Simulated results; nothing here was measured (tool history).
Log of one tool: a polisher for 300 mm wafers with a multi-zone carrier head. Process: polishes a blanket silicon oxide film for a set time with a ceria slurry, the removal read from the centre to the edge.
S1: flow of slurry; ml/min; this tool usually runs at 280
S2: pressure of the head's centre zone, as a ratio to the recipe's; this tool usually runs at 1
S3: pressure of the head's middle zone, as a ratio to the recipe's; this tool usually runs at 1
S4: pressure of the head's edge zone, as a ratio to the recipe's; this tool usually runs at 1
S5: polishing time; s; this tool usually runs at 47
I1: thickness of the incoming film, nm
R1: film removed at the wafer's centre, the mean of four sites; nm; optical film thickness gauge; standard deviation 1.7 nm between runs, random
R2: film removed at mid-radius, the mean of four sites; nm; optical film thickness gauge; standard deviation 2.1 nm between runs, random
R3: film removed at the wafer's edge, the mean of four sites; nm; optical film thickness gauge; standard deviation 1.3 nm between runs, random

run,day,S1,S2,S3,S4,S5,I1,R1,R2,R3
1,0,280,1,1,1,47,1818.7,131.2,134.3,137.5
2,0.542,280,1,1,1,47,1847.6,128.3,134.2,138.4
# day 0.996: slurry nozzle cleaned
3,2.212,210,1.12,1,1,61,1825,211.8,187.9,190.3
4,2.825,280,1.1,1,1,47,1844.9,166.5,156.7,149.6
5,3.492,280,1.03,1,1,47,1829.6,154.6,156.4,153
# day 4.254: worn pad replaced by a new one
6,4.275,210,1.12,1,1,61,1788.3,212,188.8,190.6
7,4.721,280,1,1,1,47,1835.3,150.3,153,151.2
8,5.158,280,1,1,1,47,1832.7,150.8,154.4,152.6
9,5.758,190,0.89,1,1.06,47,1784.6,127.1,141.5,149.3
10,6.279,280,0.91,1.03,1,47,1793.8,139,157.2,153.1
11,7,305,1,1,0.91,57,1808.4,184.3,186.1,179.8
12,7.554,305,1,1,1,47,1830.8,154.9,154.7,153.9
# day 7.762: centre zone pressure recalibrated
13,9.021,280,1,1,1.07,31,1838.6,100.9,103.2,104.3
# day 9.221: worn pad replaced by a new one
14,9.579,280,1,1,1,47,1824.1,149.2,153.3,149.4
15,9.946,280,1,1,1,47,1804.1,150.6,151.4,152.3
16,10.292,315,0.9,0.9,1,43,1815.4,123.6,135.5,138.8
17,10.879,280,1,1,1,47,1785,146.4,149.6,148.9
18,11.183,280,1,1,1,47,1825,152.9,149.9,149.9
19,11.775,280,1,1,1,47,1807.2,153.7,150.5,149.6
20,12.454,245,1,1,0.93,47,1816.6,147.7,150,143.5
21,12.975,280,1,1,1,31,1807.5,99.7,101,98.1
22,13.254,375,1.04,1.08,1,61,1794.9,208.5,211.8,198.1
23,13.842,315,0.9,0.9,1,43,1799.5,123,131.8,138.3

Measured result minus the same run's result without the hidden state. Both carry the same run-to-run variation, though not necessarily the same gauge scatter:
Hidden state at play: removal rate lost through wear of the pad, %; slurry flow missing at the pad, %; deviation of the centre zone's pressure from its setpoint, %; deviation of the edge zone's pressure from its setpoint, %.
run,R1,R2,R3
1,-20.2,-18.4,-13.6
2,-21.3,-19.7,-14.6
3,-0.4,-0.3,-0.2
4,-0.3,-0.2,-0.2
5,-0.3,-0.2,-0.2
6,-0.5,-0.4,-0.4
7,-0.3,-0.3,-0.2
8,-0.3,-0.4,-0.3
9,-0.5,-0.5,-0.4
10,-0.4,-0.4,-0.3
11,-0.5,-0.5,-0.4
12,-0.5,-0.5,-0.4
13,-0.5,-0.4,-0.4
14,-0.8,-0.8,-0.6
15,-0.9,-0.8,-0.6
16,-0.7,-0.7,-0.6
17,-1,-0.9,-0.7
18,-1.2,-1,-0.8
19,-1.3,-1.1,-0.8
20,-1.6,-1.5,-1
21,-1,-0.9,-0.7
22,-1.6,-1.5,-1.1
23,-1.2,-1.2,-0.9
